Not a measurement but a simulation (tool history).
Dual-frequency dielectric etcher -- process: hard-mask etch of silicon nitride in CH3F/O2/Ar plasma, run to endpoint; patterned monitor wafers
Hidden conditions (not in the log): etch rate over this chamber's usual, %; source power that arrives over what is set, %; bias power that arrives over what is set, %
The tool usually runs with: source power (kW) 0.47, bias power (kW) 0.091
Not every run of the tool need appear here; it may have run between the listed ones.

run     day  source power (kW)  bias power (kW)  wafers since the last listed run  hours since the last wet clean  hours since the last source power generator calibration  hours since the last bias power generator calibration  hours since the last upper electrode change  incoming incoming film thickness, nm  endpoint time (s)
  1       0               0.47            0.108                                 0                            75.7                                                   2355.3                                                 1321.9                                       1428.5                                 37.02               47.5
  2   1.888               0.47            0.108                               497                             121                                                   2400.6                                                 1367.2                                       1473.8                                 36.66               47.2
  3   4.688               0.51            0.076                               737                           188.2                                                   2467.8                                                 1434.4                                         1541                                  36.5               50.5
  4   5.925               0.51            0.076                               326                           217.9                                                   2497.5                                                 1464.1                                       1570.7                                 37.07               51.5
  5   8.417               0.56            0.091                               656                           277.7                                                   2557.3                                                 1523.9                                       1630.5                                 36.42               45.3
  6   9.862               0.56            0.091                               381                           312.4                                                     2592                                                 1558.6                                       1665.2                                 36.51               45.7
  7  11.562               0.47            0.106                               448                           353.2                                                   2632.8                                                 1599.4                                         1706                                 36.77               47.2
  8  14.146               0.47            0.106                               680                           415.2                                                   2694.8                                                 1661.4                                         1768                                 36.72               47.5
  9  16.554               0.47            0.091                               634                             473                                                   2752.6                                                 1719.2                                       1825.8                                 36.89               50.1
 10  19.412               0.55            0.078                               753                           541.6                                                   2821.2                                                 1787.8                                       1894.4                                  36.6               48.3
 11  21.104               0.47            0.091                               445                           582.2                                                   2861.8                                                 1828.4                                         1935                                 36.56               49.5
     23.262  -- wet clean of the chamber
 12  23.283               0.47            0.091                               310                             0.5                                                   2914.1                                                 1880.7                                       1987.3                                  36.6               49.7
 13  24.604               0.47            0.091                               348                            32.2                                                   2945.8                                                 1912.4                                         2019                                 36.64               49.8
     28.012  -- upper electrode replaced
 14  28.033               0.47            0.091                               640                           114.5                                                   3028.1                                                 1994.7                                          0.5                                  36.7               49.6
 15  29.688               0.52            0.109                               435                           154.2                                                   3067.8                                                 2034.4                                         40.2                                 36.39               44.4
 16  31.958               0.52            0.109                               598                           208.7                                                   3122.3                                                 2088.9                                         94.7                                 36.57               44.4
 17  33.308               0.51            0.076                               355                           241.1                                                   3154.7                                                 2121.3                                        127.1                                 36.37                 50
 18  35.375               0.47            0.091                               544                           290.7                                                   3204.3                                                 2170.9                                        176.7                                 36.68               50.1
 19  37.229               0.47            0.091                               488                           335.2                                                   3248.8                                                 2215.4                                        221.2                                 36.44               49.6
 20  38.912               0.55            0.068                               443                           375.6                                                   3289.2                                                 2255.8                                        261.6                                 36.62               50.4
 21  40.046               0.55            0.078                               298                           402.8                                                   3316.4                                                   2283                                        288.8                                 36.59               48.8
 22  42.438               0.51            0.081                               630                           460.2                                                   3373.8                                                 2340.4                                        346.2                                  36.7               49.4
 23  45.179               0.55            0.102                               722                             526                                                   3439.6                                                 2406.2                                          412                                 36.38                 44
 24   46.45               0.41            0.108                               334                           556.5                                                   3470.1                                                 2436.7                                        442.5                                 36.73               50.4
     48.638  -- wet clean of the chamber
 25  48.658               0.47            0.091                               318                             0.5                                                   3523.1                                                 2489.7                                        495.5                                 36.55               49.6
     49.025  -- source power generator calibrated
     49.629  -- bias power generator calibrated
 26  49.671               0.52            0.082                               178                            24.8                                                     15.5                                                      1                                        519.8                                 36.94               49.4
 27  52.004               0.47            0.091                               614                            80.8                                                     71.5                                                     57                                        575.8                                 36.83               49.9
 28  54.917                0.5            0.091                               767                           150.7                                                    141.4                                                  126.9                                        645.7                                 36.83               48.3
 29  56.667               0.38            0.091                               461                           192.7                                                    183.4                                                  168.9                                        687.7                                 36.44               54.9
 30  58.867               0.56            0.109                               579                           245.5                                                    236.2                                                  221.7                                        740.5                                 36.82               43.2
 31  64.067               0.38            0.074                              1370                           370.3                                                      361                                                  346.5                                        865.3                                  36.5                 59
 32  67.054               0.47            0.102                               787                             442                                                    432.7                                                  418.2                                          937                                 36.88               48.5
 33  69.833               0.47            0.098                               732                           508.7                                                    499.4                                                  484.9                                       1003.7                                  36.5               48.2

For each run, what was the tool's unlogged condition?
etch rate over this chamber's usual, %: 0, the same for each run
source power that arrives over what is set, %: 0, the same for each run
bias power that arrives over what is set, %: 0, the same for each run

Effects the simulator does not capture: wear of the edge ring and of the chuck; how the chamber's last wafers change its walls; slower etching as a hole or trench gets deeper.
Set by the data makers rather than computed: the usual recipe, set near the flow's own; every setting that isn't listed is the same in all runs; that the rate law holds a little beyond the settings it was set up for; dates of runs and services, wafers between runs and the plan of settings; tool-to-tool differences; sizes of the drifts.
